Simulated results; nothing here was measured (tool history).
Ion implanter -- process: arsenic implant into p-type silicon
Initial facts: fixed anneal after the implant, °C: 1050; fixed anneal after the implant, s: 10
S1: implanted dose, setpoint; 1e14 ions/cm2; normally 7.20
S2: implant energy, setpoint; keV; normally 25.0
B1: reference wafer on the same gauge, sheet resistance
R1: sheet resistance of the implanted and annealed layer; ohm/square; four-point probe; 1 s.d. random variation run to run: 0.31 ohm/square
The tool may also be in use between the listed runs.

run   hour    S1    S2      B1      R1
  1    0.0  7.20  25.0  168.08  159.58
  2    7.8  7.20  25.0  167.95  160.00
  3   14.2  7.20  25.0  168.06  159.66
  4   26.6  7.20  25.0  167.96  160.24
  5   35.9  7.20  25.0  167.93  159.56
  6   42.6  8.58  25.0  168.00  141.11
  7   50.7  8.58  25.0  168.02  141.64
  8   62.3  8.58  25.0  168.06  141.45
  9   79.3  8.74  25.0  168.05  139.34
 10  129.4  8.74  25.0  168.02  139.75
 11  146.0  7.20  25.0  168.04  160.31
 12  154.2  7.20  25.0  168.00  160.03
 13  166.6  7.20  25.0  167.97  160.06
     176.8  -- gauge calibrated
 14  182.2  7.20  25.0  168.00  159.85
 15  198.3  7.20  31.0  168.03  154.85
 16  209.0  7.20  31.0  168.02  155.14
     221.2  -- extraction supply calibrated
 17  225.3  7.95  22.5  167.94  152.33
 18  240.2  7.20  25.0  168.10  160.92
     260.0  -- Faraday cup replaced and dose calibrated
 19  260.5  7.20  25.0  168.04  155.57
 20  264.1  7.20  25.0  168.02  155.71
 21  280.0  8.03  22.5  168.02  146.76
 22  293.3  5.30  17.0  167.97  205.85
 23  300.3  9.31  25.0  167.91  130.19
 24  313.7  5.49  25.0  168.08  189.64
 25  324.5  6.27  31.0  167.98  166.73
 26  336.9  7.20  25.0  167.98  156.05
 27  348.5  9.30  33.0  168.01  124.55
 28  363.2  8.05  32.5  167.99  137.85
 29  374.6  6.00  22.0  168.03  181.32
 30  380.8  7.20  25.0  168.06  156.05
 31  392.3  6.38  25.0  167.93  170.87

The next listed run, before its measurement:
 32  407.5  7.20  25.0   ?   ?

For run 32 the tool returned B1 167.97, R1 156.25 ohm/square.
Minus the tool's unlogged condition, the same run would have read R1 154.98 ohm/square.
